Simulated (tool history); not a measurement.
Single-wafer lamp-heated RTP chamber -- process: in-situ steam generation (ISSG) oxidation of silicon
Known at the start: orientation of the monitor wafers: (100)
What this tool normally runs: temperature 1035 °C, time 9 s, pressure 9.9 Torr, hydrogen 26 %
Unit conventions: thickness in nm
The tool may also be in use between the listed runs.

run   hour  temperature  time  pressure  hydrogen  wafers since the last listed run  wafers since the last pyrometer calibration  hours since the pressure gauge was zeroed  hours since the hydrogen flow controller was replaced  hours since the gauge calibration  read-back reference wafer on the same gauge, thickness  thickness
  1      0         1035     9       9.9        26                                 0                                         4667                                     1830.9                                                 2396.4                              662.5                                                   4.041      4.374
  2   30.2         1035     9       9.9        26                               331                                         4998                                     1861.1                                                 2426.6                              692.7                                                   4.042      4.398
      56.2  -- pyrometer window cleaned and pyrometer calibrated
  3   75.7         1035     9       9.9        26                               411                                          213                                     1906.6                                                 2472.1                              738.2                                                   4.038      4.287
  4  146.4         1035     9       9.9        26                               774                                          988                                     1977.3                                                 2542.8                              808.9                                                   4.043      4.292
  5  201.8         1035     9       9.9        26                               607                                         1595                                     2032.7                                                 2598.2                              864.3                                                   4.045      4.385
  6    226         1035     9       9.9        26                               265                                         1860                                     2056.9                                                 2622.4                              888.5                                                   4.036      4.328
  7  261.7         1035     9       9.9        26                               391                                         2252                                     2092.6                                                 2658.1                              924.2                                                   4.038      4.351
     368.3  -- pressure gauge zeroed
  8    388         1050     8       8.5        21                              1296                                         3548                                       19.7                                                 2784.4                             1050.5                                                   4.038       4.28
     412.2  -- hydrogen flow controller replaced
     425.8  -- gauge calibrated
       553  -- pyrometer window cleaned and pyrometer calibrated
  9  586.2         1054     6       9.9        29                              1996                                          363                                      217.9                                                    174                              160.4                                                   4.042       4.01
 10  684.7         1018     5       8.8        23                              1079                                         1443                                      316.4                                                  272.5                              258.9                                                   4.043      3.121
 11  749.3         1035     9       9.9        26                               708                                         2151                                        381                                                  337.1                              323.5                                                   4.041      4.315
 12  812.2         1027     9      10.2        22                               689                                         2841                                      443.9                                                    400                              386.4                                                   4.038      4.029
 13  864.3         1035     9       9.9        26                               571                                         3412                                        496                                                  452.1                              438.5                                                   4.041      4.368
 14  915.8         1035     9       9.9        26                               564                                         3976                                      547.5                                                  503.6                                490                                                   4.042      4.377

Difference, measured minus no-hidden-state, one row per run. Run-to-run variation is common to both terms; the gauge's own scatter need not be:
What the log doesn't record here: true wafer temperature minus pyrometer reading, K; true pressure minus gauge reading, Torr; deviation of the hydrogen flow from its setpoint, %; gauge reads high (%).
run  thickness
  1     +0.114
  2     +0.124
  3     +0.008
  4     +0.027
  5     +0.042
  6     +0.048
  7     +0.058
  8     +0.096
  9     +0.015
 10     +0.021
 11     +0.058
 12     +0.067
 13      +0.09
 14     +0.105
